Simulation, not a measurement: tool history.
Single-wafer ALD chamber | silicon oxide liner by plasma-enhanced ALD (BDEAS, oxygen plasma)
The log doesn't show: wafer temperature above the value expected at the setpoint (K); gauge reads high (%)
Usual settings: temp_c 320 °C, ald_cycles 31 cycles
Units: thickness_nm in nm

run,day,temp_c,ald_cycles,wafers since the last listed run,hours since the last thermocouple change,hours since the gauge calibration,"read-back reference wafer on the same gauge, thickness_nm",thickness_nm
1,0.000,320,35,0,895.4,1862.7,3.240,3.377
2,2.729,320,31,875,960.9,1928.2,3.238,2.980
3,5.958,320,31,1036,1038.4,2005.7,3.240,2.980
4,7.875,320,31,615,1084.4,2051.7,3.240,2.991
5,11.638,320,31,1207,1174.7,2142.0,3.240,2.975
6,15.217,320,31,1148,1260.6,2227.9,3.239,2.989
7,17.333,320,31,679,1311.4,2278.7,3.240,2.980
8,19.088,320,31,562,1353.5,2320.8,3.243,2.983
9,22.096,320,31,965,1425.7,2393.0,3.241,3.000
10,24.462,311,31,759,1482.5,2449.8,3.242,3.019
11,27.838,311,31,1082,1563.5,2530.8,3.238,3.011
12,30.800,311,31,950,1634.6,2601.9,3.242,3.020
13,34.333,314,31,1133,1719.4,2686.7,3.239,3.008
14,36.783,314,31,786,1778.2,2745.5,3.240,3.014
15,39.104,314,31,744,1833.9,2801.2,3.240,3.014
# day 40.054: thermocouple changed; heater temperature recalibrated
16,42.692,320,27,1044,63.3,2887.3,3.237,2.603
17,47.088,320,27,1410,168.8,2992.8,3.240,2.606
18,50.488,320,31,1090,250.4,3074.4,3.241,2.989
19,53.317,320,31,907,318.3,3142.3,3.238,2.984
20,57.117,320,31,1219,409.5,3233.5,3.239,2.992
21,59.000,320,31,604,454.7,3278.7,3.239,2.996
22,61.396,333,28,768,512.2,3336.2,3.238,2.654
# day 63.492: gauge calibrated
23,65.100,334,36,1188,601.1,38.6,3.238,3.412
24,69.354,324,34,1365,703.2,140.7,3.239,3.269
25,73.729,326,29,1403,808.2,245.7,3.240,2.775
26,77.262,325,26,1133,893.0,330.5,3.239,2.498
27,80.958,320,31,1185,981.7,419.2,3.241,2.995
28,83.412,330,37,787,1040.6,478.1,3.239,3.518
29,85.942,334,31,811,1101.3,538.8,3.240,2.936
30,90.246,320,33,1381,1204.6,642.1,3.239,3.173
31,93.254,309,28,965,1276.8,714.3,3.239,2.734
32,96.517,332,25,1046,1355.1,792.6,3.240,2.369
33,100.733,334,31,1353,1456.3,893.8,3.240,2.927

The next listed run, before its measurement:
34,104.392,333,28,1173,1544.1,981.6,?,?

Run 34 gave read-back reference wafer on the same gauge, thickness_nm 3.240, thickness_nm 2.650 nm.
Without the tool's hidden state the same run would have given thickness_nm 2.650 nm.
